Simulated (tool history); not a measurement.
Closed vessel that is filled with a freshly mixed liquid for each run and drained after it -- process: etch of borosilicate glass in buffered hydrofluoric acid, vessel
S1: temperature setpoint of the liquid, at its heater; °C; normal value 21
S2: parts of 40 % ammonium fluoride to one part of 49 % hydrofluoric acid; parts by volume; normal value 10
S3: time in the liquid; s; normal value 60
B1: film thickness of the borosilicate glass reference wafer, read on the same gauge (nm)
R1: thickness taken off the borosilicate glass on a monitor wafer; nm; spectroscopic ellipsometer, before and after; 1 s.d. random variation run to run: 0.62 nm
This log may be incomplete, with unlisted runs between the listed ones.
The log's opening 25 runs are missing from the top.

run	hour	S1	S2	S3	B1	R1
26	330.1	23.5	10	60	69.99	72.86
27	341.6	21	10	60	70.04	63.62
28	353.8	21	10	60	70.02	64
29	362.6	21	10	95	69.99	99.78
30	371.6	24.5	10	60	70	75.7
31	384.9	23	10	90	69.99	104.49
32	395.4	24	6	85	70.03	170.81
33	402.6	23.5	6	70	69.98	136.61
34	419.1	17	6.5	35	70	44.89

Predict each of these 3 candidate next runs independently; none follows another, all start after run 34:
A	419.8	21	9	60	?	?
B	419.8	17	11	75	?	?
C	419.8	25	13	40	?	?

run	B1	R1
A	70	68.11
B	70	57.32
C	70	40.09
Had the tool no hidden state, the same runs would have come out as:
run	R1
A	69.78
B	59.49
C	41.6
